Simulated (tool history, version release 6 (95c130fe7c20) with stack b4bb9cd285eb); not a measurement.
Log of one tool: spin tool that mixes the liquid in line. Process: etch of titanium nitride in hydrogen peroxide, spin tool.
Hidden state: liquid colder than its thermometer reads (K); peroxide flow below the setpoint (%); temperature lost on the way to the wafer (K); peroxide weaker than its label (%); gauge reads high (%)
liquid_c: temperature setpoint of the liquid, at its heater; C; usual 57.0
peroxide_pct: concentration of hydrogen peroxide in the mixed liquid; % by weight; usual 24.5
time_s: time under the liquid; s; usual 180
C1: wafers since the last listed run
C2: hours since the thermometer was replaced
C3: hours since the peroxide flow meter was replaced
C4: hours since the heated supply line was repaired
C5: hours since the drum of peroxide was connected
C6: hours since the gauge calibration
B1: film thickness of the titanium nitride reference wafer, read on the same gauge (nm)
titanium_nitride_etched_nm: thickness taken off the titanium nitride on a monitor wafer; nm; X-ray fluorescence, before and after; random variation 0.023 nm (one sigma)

run 1 hour=0.0 | liquid_c=57.0 peroxide_pct=21.0 time_s=180 | C1=0 C2=2512.0 C3=978.9 C4=2245.9 C5=1417.5 C6=60.9 | B1=70.01 | titanium_nitride_etched_nm=4.94
run 2 hour=15.7 | liquid_c=57.0 peroxide_pct=24.5 time_s=180 | C1=146 C2=2527.7 C3=994.6 C4=2261.6 C5=1433.2 C6=76.6 | B1=70.00 | titanium_nitride_etched_nm=5.11
run 3 hour=24.8 | liquid_c=57.0 peroxide_pct=24.5 time_s=180 | C1=84 C2=2536.8 C3=1003.7 C4=2270.7 C5=1442.3 C6=85.7 | B1=70.00 | titanium_nitride_etched_nm=5.07
run 4 hour=31.2 | liquid_c=57.0 peroxide_pct=24.5 time_s=210 | C1=59 C2=2543.2 C3=1010.1 C4=2277.1 C5=1448.7 C6=92.1 | B1=69.99 | titanium_nitride_etched_nm=5.92
run 5 hour=41.3 | liquid_c=47.5 peroxide_pct=24.5 time_s=180 | C1=93 C2=2553.3 C3=1020.2 C4=2287.2 C5=1458.8 C6=102.2 | B1=70.00 | titanium_nitride_etched_nm=2.53
run 6 hour=87.3 | liquid_c=57.0 peroxide_pct=24.5 time_s=180 | C1=427 C2=2599.3 C3=1066.2 C4=2333.2 C5=1504.8 C6=148.2 | B1=69.99 | titanium_nitride_etched_nm=5.01
-- hour=96.6 new drum of peroxide connected
run 7 hour=98.8 | liquid_c=62.5 peroxide_pct=27.5 time_s=180 | C1=97 C2=2610.8 C3=1077.7 C4=2344.7 C5=2.2 C6=159.7 | B1=70.01 | titanium_nitride_etched_nm=7.55
run 8 hour=106.1 | liquid_c=61.0 peroxide_pct=20.5 time_s=260 | C1=67 C2=2618.1 C3=1085.0 C4=2352.0 C5=9.5 C6=167.0 | B1=69.98 | titanium_nitride_etched_nm=9.27
-- hour=110.1 heated supply line repaired
run 9 hour=112.2 | liquid_c=64.0 peroxide_pct=28.0 time_s=280 | C1=47 C2=2624.2 C3=1091.1 C4=2.1 C5=15.6 C6=173.1 | B1=69.99 | titanium_nitride_etched_nm=15.28
-- hour=113.4 peroxide flow meter replaced
run 10 hour=124.0 | liquid_c=53.0 peroxide_pct=30.0 time_s=270 | C1=100 C2=2636.0 C3=10.6 C4=13.9 C5=27.4 C6=184.9 | B1=69.99 | titanium_nitride_etched_nm=6.88
run 11 hour=131.5 | liquid_c=65.0 peroxide_pct=24.5 time_s=180 | C1=69 C2=2643.5 C3=18.1 C4=21.4 C5=34.9 C6=192.4 | B1=70.00 | titanium_nitride_etched_nm=10.13
-- hour=147.3 thermometer replaced
run 12 hour=147.8 | liquid_c=47.5 peroxide_pct=18.5 time_s=120 | C1=142 C2=0.5 C3=34.4 C4=37.7 C5=51.2 C6=208.7 | B1=70.00 | titanium_nitride_etched_nm=2.26

Run 13 comes next. What will it give?
run 13 hour=162.3 | liquid_c=60.0 peroxide_pct=30.0 time_s=245 | C1=134 C2=15.0 C3=48.9 C4=52.2 C5=65.7 C6=223.2 | B1=? | titanium_nitride_etched_nm=?

Run 13 gave B1 69.99, titanium_nitride_etched_nm 12.38 nm.
Without the tool's hidden state the same run would have given titanium_nitride_etched_nm 12.69 nm.
